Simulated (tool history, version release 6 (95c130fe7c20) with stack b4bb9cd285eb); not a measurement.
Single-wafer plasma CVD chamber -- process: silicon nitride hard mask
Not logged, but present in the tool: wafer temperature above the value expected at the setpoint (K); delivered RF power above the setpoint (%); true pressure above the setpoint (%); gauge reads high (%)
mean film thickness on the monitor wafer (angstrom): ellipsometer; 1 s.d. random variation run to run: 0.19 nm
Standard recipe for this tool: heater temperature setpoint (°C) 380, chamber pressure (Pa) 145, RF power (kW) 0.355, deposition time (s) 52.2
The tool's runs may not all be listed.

run	hour	heater temperature setpoint (°C)	chamber pressure (Pa)	RF power (kW)	deposition time (s)	wafers since the last listed run	hours since the last thermocouple change	hours since the last RF generator calibration	hours since the last manometer calibration	hours since the showerhead was replaced	hours since the gauge calibration	read-back reference wafer on the same gauge, thickness_nm	mean film thickness on the monitor wafer (angstrom)
1	0	380	145	0.32	52.2	0	616.1	0.5	1510.3	3403.3	1412.5	68.17	638.3
# hour 71: showerhead replaced
2	91.3	380	145	0.355	52.2	1593	707.4	91.8	1601.6	20.3	1503.8	68.176	673.89
3	133	380	145	0.355	52.2	797	749.1	133.5	1643.3	62	1545.5	68.186	671.25
4	189.3	380	145	0.355	52.2	1077	805.4	189.8	1699.6	118.3	1601.8	68.196	670.72
5	268.5	380	145	0.355	52.2	1515	884.6	269	1778.8	197.5	1681	68.209	671.6
6	340.8	380	145	0.355	52.2	1383	956.9	341.3	1851.1	269.8	1753.3	68.227	672.73
7	390.5	380	145	0.355	60.1	950	1006.6	391	1900.8	319.5	1803	68.211	772.82
8	437.6	380	109	0.355	44.3	901	1053.7	438.1	1947.9	366.6	1850.1	68.213	500.9
9	494.1	380	145	0.355	52.2	1080	1110.2	494.6	2004.4	423.1	1906.6	68.177	670.89
10	601.6	380	145	0.295	48.7	2056	1217.7	602.1	2111.9	530.6	2014.1	68.179	571.34
11	652.7	380	145	0.355	52.2	977	1268.8	653.2	2163	581.7	2065.2	68.186	671.05
# hour 732.1: capacitance manometer re-zeroed and calibrated
12	739.4	366	172	0.39	45.3	1505	1355.5	739.9	7.3	668.4	2151.9	68.253	654.95
13	796.6	380	109	0.355	44.3	1094	1412.7	797.1	64.5	725.6	2209.1	68.2	497.11
# hour 953.6: gauge calibrated
14	1083.5	394	112	0.355	52.2	5488	1699.6	1084	351.4	1012.5	129.9	68.246	591.97
15	1247.5	380	109	0.355	44.3	3137	1863.6	1248	515.4	1176.5	293.9	68.188	498
16	1290.8	380	145	0.355	52.2	828	1906.9	1291.3	558.7	1219.8	337.2	68.201	671.79
17	1332.5	388	163	0.415	59.4	797	1948.6	1333	600.4	1261.5	378.9	68.166	855.88
# hour 1380.6: RF generator calibrated
18	1433.7	390	145	0.39	55.4	1782	2049.8	53.1	701.6	1362.7	480.1	68.184	743.12
# hour 1456.3: thermocouple changed; heater temperature recalibrated
19	1491.3	366	145	0.355	52.2	948	35	110.7	759.2	1420.3	537.7	68.235	668.21
20	1597.3	385	145	0.355	47.5	2027	141	216.7	865.2	1526.3	643.7	68.183	607.44
21	1658.2	373	165	0.355	60.6	1165	201.9	277.6	926.1	1587.2	704.6	68.207	819.18
22	1703.1	380	145	0.355	52.2	858	246.8	322.5	971	1632.1	749.5	68.182	667.68
23	1778.3	380	161	0.355	55.9	1438	322	397.7	1046.2	1707.3	824.7	68.163	743.46
24	1884.1	380	145	0.315	52.2	2024	427.8	503.5	1152	1813.1	930.5	68.184	632.04
25	1949.4	373	180	0.355	46.6	1249	493.1	568.8	1217.3	1878.4	995.8	68.21	651.56

Run 26, settings as shown, results not yet in. Your forecast:
26	2015.2	380	145	0.355	52.2	1258	558.9	634.6	1283.1	1944.2	1061.6	?	?

read-back reference wafer on the same gauge, thickness_nm: 68.218
mean film thickness on the monitor wafer (angstrom): 672.29
If the tool had no hidden condition, the same run with the same run-to-run variation would have returned mean film thickness on the monitor wafer (angstrom) 672.29.
